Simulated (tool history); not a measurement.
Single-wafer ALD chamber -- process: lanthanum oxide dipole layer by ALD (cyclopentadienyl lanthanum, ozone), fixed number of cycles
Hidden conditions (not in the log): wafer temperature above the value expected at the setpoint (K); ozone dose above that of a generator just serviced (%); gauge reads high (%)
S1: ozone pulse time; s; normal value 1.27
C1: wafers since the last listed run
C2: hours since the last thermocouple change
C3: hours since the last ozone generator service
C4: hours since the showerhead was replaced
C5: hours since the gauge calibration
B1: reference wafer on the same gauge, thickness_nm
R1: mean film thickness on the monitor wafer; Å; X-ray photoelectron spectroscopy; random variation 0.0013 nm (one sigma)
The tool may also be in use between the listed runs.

| run | hour | S1 | C1 | C2 | C3 | C4 | C5 | B1 | R1 |
|---|---|---|---|---|---|---|---|---|---|
| 1 | 0 | 1.27 | 0 | 1048 | 133.9 | 6620 | 183.7 | 0.554 | 5.1 |
| 2 | 46.3 | 1.11 | 868 | 1094.3 | 180.2 | 6666.3 | 230 | 0.555 | 4.97 |
| 3 | 78.8 | 1.27 | 609 | 1126.8 | 212.7 | 6698.8 | 262.5 | 0.554 | 5.1 |
| 4 | 97.8 | 1.27 | 356 | 1145.8 | 231.7 | 6717.8 | 281.5 | 0.554 | 5.08 |
| 5 | 131.3 | 1.27 | 628 | 1179.3 | 265.2 | 6751.3 | 315 | 0.554 | 5.08 |
| 6 | 162.5 | 0.88 | 585 | 1210.5 | 296.4 | 6782.5 | 346.2 | 0.554 | 4.6 |
| 7 | 177.4 | 1.27 | 279 | 1225.4 | 311.3 | 6797.4 | 361.1 | 0.554 | 5.06 |
| 8 | 205.7 | 1.27 | 530 | 1253.7 | 339.6 | 6825.7 | 389.4 | 0.554 | 5.04 |
|  | 224.4 | thermocouple changed; heater temperature recalibrated |
| 9 | 235 | 1.27 | 399 | 10.6 | 368.9 | 6855 | 418.7 | 0.554 | 5.05 |
| 10 | 266.3 | 1.27 | 586 | 41.9 | 400.2 | 6886.3 | 450 | 0.553 | 5.03 |
|  | 280.1 | gauge calibrated |
| 11 | 293.9 | 0.91 | 517 | 69.5 | 427.8 | 6913.9 | 13.8 | 0.554 | 4.6 |
| 12 | 316.6 | 1.27 | 425 | 92.2 | 450.5 | 6936.6 | 36.5 | 0.554 | 5.03 |
|  | 331.5 | showerhead replaced |
| 13 | 341.7 | 1.43 | 320 | 117.3 | 475.6 | 10.2 | 61.6 | 0.554 | 5.14 |
| 14 | 366.2 | 0.81 | 459 | 141.8 | 500.1 | 34.7 | 86.1 | 0.554 | 4.43 |
| 15 | 380.6 | 1.27 | 270 | 156.2 | 514.5 | 49.1 | 100.5 | 0.554 | 4.99 |
|  | 395.6 | ozone generator serviced |
| 16 | 398 | 1.44 | 176 | 173.6 | 2.4 | 66.5 | 117.9 | 0.554 | 5.25 |
| 17 | 430.2 | 0.77 | 603 | 205.8 | 34.6 | 98.7 | 150.1 | 0.553 | 4.52 |
| 18 | 460.9 | 1.57 | 575 | 236.5 | 65.3 | 129.4 | 180.8 | 0.554 | 5.31 |
| 19 | 485.9 | 0.95 | 468 | 261.5 | 90.3 | 154.4 | 205.8 | 0.554 | 4.76 |
| 20 | 510.1 | 1.73 | 453 | 285.7 | 114.5 | 178.6 | 230 | 0.553 | 5.34 |

Hidden state, per run?
wafer temperature above the value expected at the setpoint (K): 0 on each run
gauge reads high (%): 0 on each run
H1: ozone dose above that of a generator just serviced (%)
| run | H1 |
|---|---|
| 1 | -4.36 |
| 2 | -5.42 |
| 3 | -6.16 |
| 4 | -6.6 |
| 5 | -7.36 |
| 6 | -8.07 |
| 7 | -8.41 |
| 8 | -9.06 |
| 9 | -9.73 |
| 10 | -10.4 |
| 11 | -11.1 |
| 12 | -11.6 |
| 13 | -12.2 |
| 14 | -12.7 |
| 15 | -13.1 |
| 16 | -2.18 |
| 17 | -2.91 |
| 18 | -3.61 |
| 19 | -4.19 |
| 20 | -4.74 |
